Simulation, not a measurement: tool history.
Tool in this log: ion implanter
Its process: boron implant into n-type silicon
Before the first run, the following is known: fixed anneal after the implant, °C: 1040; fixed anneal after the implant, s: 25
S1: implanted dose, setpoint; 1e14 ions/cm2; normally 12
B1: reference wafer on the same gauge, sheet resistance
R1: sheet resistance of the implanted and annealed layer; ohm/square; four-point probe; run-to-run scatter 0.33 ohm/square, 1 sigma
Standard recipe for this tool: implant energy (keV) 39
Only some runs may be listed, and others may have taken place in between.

run 1 day=0 | S1=13.7 implant_energy_(keV)=39 | B1=122.94 | R1=88.88
run 2 day=1.788 | S1=13.7 implant_energy_(keV)=39 | B1=122.99 | R1=88.48
run 3 day=4.292 | S1=12 implant_energy_(keV)=39 | B1=123.09 | R1=98.94
run 4 day=6.692 | S1=12 implant_energy_(keV)=39 | B1=123.01 | R1=99.25
run 5 day=9.579 | S1=12 implant_energy_(keV)=39 | B1=123.13 | R1=98.88
run 6 day=11.5 | S1=12 implant_energy_(keV)=32.5 | B1=122.88 | R1=100.83
run 7 day=13.554 | S1=12 implant_energy_(keV)=32.5 | B1=123.1 | R1=100.76
run 8 day=15.629 | S1=13.33 implant_energy_(keV)=44.5 | B1=123.06 | R1=87.69
run 9 day=17.904 | S1=11.06 implant_energy_(keV)=28.5 | B1=123.05 | R1=106.75
run 10 day=19.558 | S1=15.45 implant_energy_(keV)=39 | B1=122.97 | R1=77.5
run 11 day=21.158 | S1=12 implant_energy_(keV)=39 | B1=122.93 | R1=102.37
run 12 day=23.292 | S1=12 implant_energy_(keV)=46 | B1=123.11 | R1=100.22
run 13 day=25.604 | S1=14.03 implant_energy_(keV)=39 | B1=122.97 | R1=88.88
run 14 day=27.854 | S1=12 implant_energy_(keV)=39 | B1=123.07 | R1=101.92
run 15 day=35.983 | S1=13.45 implant_energy_(keV)=27.5 | B1=122.96 | R1=93.69

Removed from this log: 4 entries logged between the listed runs. Between which two listed runs does each belong, and how does the tool's hidden state at the listed run before it compare with that at the listed run after it?
After run 7, before run 8: Faraday cup replaced and dose calibrated (day 14.921)
  deviation of the true dose from the Faraday cup's reading, %: 3.32 -> 6.02
  what was measured, less what the result would be without the hidden state, R1: -2.89 -> -4.63 ohm/square
After run 10, before run 11: Faraday cup replaced and dose calibrated, repeated, since the last time left the tool worse (day 20.55)
  deviation of the true dose from the Faraday cup's reading, %: 6.41 -> 0.00903
  what was measured, less what the result would be without the hidden state, R1: -4.35 -> -0.01 ohm/square
After run 12, before run 13: gauge calibrated (day 24.221); extraction supply calibrated (day 25.138)
  deviation of the true dose from the Faraday cup's reading, %: 0.229 -> 0.45
  what was measured, less what the result would be without the hidden state, R1: -0.2 -> -0.36 ohm/square
